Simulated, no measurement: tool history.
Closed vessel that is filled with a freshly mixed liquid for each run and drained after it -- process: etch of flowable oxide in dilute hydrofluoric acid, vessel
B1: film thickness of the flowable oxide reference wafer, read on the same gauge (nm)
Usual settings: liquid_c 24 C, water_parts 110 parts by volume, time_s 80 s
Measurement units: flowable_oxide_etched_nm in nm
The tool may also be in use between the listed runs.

Run 1, day 0: usual settings; B1 130.69. Result: flowable_oxide_etched_nm 33.15 nm.
Run 2, day 2.425: usual settings but water_parts 70 parts by volume; B1 130.92. Result: flowable_oxide_etched_nm 54.78 nm.
Run 3, day 5.292: usual settings; B1 131.19. Result: flowable_oxide_etched_nm 33.29 nm.
Run 4, day 6.817: usual settings; B1 131.34. Result: flowable_oxide_etched_nm 33.15 nm.
Run 5, day 8.758: usual settings; B1 131.51. Result: flowable_oxide_etched_nm 33.37 nm.
Run 6, day 11.604: usual settings; B1 131.79. Result: flowable_oxide_etched_nm 33.65 nm.
At day 13.65: hydrofluoric acid flow meter replaced.
Run 7, day 14.583: usual settings; B1 132.08. Result: flowable_oxide_etched_nm 33.46 nm.
Run 8, day 16.333: usual settings; B1 132.23. Result: flowable_oxide_etched_nm 33.23 nm.
Run 9, day 18.433: usual settings; B1 132.45. Result: flowable_oxide_etched_nm 33.52 nm.
Run 10, day 20.588: usual settings; B1 132.63. Result: flowable_oxide_etched_nm 33.5 nm.
Run 11, day 22.458: usual settings; B1 132.83. Result: flowable_oxide_etched_nm 33.58 nm.
Run 12, day 24.983: usual settings but water_parts 75 parts by volume; B1 133.09. Result: flowable_oxide_etched_nm 51.54 nm.
Run 13, day 26.208: usual settings but water_parts 75 parts by volume; B1 133.17. Result: flowable_oxide_etched_nm 51.68 nm.
Run 14, day 28.838: usual settings but water_parts 75 parts by volume; B1 133.43. Result: flowable_oxide_etched_nm 51.43 nm.
Run 15, day 31.404: usual settings; B1 133.68. Result: flowable_oxide_etched_nm 33.84 nm.
Run 16, day 33.338: usual settings but time_s 65 s; B1 133.85. Result: flowable_oxide_etched_nm 27.45 nm.
At day 34.308: thermometer replaced.
Run 17, day 35.717: usual settings but liquid_c 25.5 C, water_parts 140 parts by volume, time_s 115 s; B1 134.07. Result: flowable_oxide_etched_nm 39.08 nm.
Run 18, day 36.754: usual settings but liquid_c 22.5 C; B1 134.17. Result: flowable_oxide_etched_nm 32.56 nm.
Run 19, day 38.371: usual settings but liquid_c 26.5 C, water_parts 135 parts by volume, time_s 30 s; B1 134.33. Result: flowable_oxide_etched_nm 11.14 nm.
Run 20, day 40.512: usual settings; B1 134.56. Result: flowable_oxide_etched_nm 34.22 nm.
At day 40.683: hydrofluoric acid flow meter replaced.
Run 21, day 42.8: usual settings but water_parts 135 parts by volume, time_s 110 s; B1 134.73. Result: flowable_oxide_etched_nm 37.49 nm.
Run 22, day 46.229: usual settings but liquid_c 19.5 C, water_parts 155 parts by volume, time_s 110 s; B1 135.06. Result: flowable_oxide_etched_nm 26.58 nm.

Predict the results of run 23:
Run 23, day 47.492: usual settings but time_s 60 s; B1 ?. Result: flowable_oxide_etched_nm ?.

{"run 23": {"B1": 135.19, "flowable_oxide_etched_nm": 25.61}}
On a tool with no hidden condition, and with the same random variation, this run would have come out at flowable_oxide_etched_nm 24.63 nm.
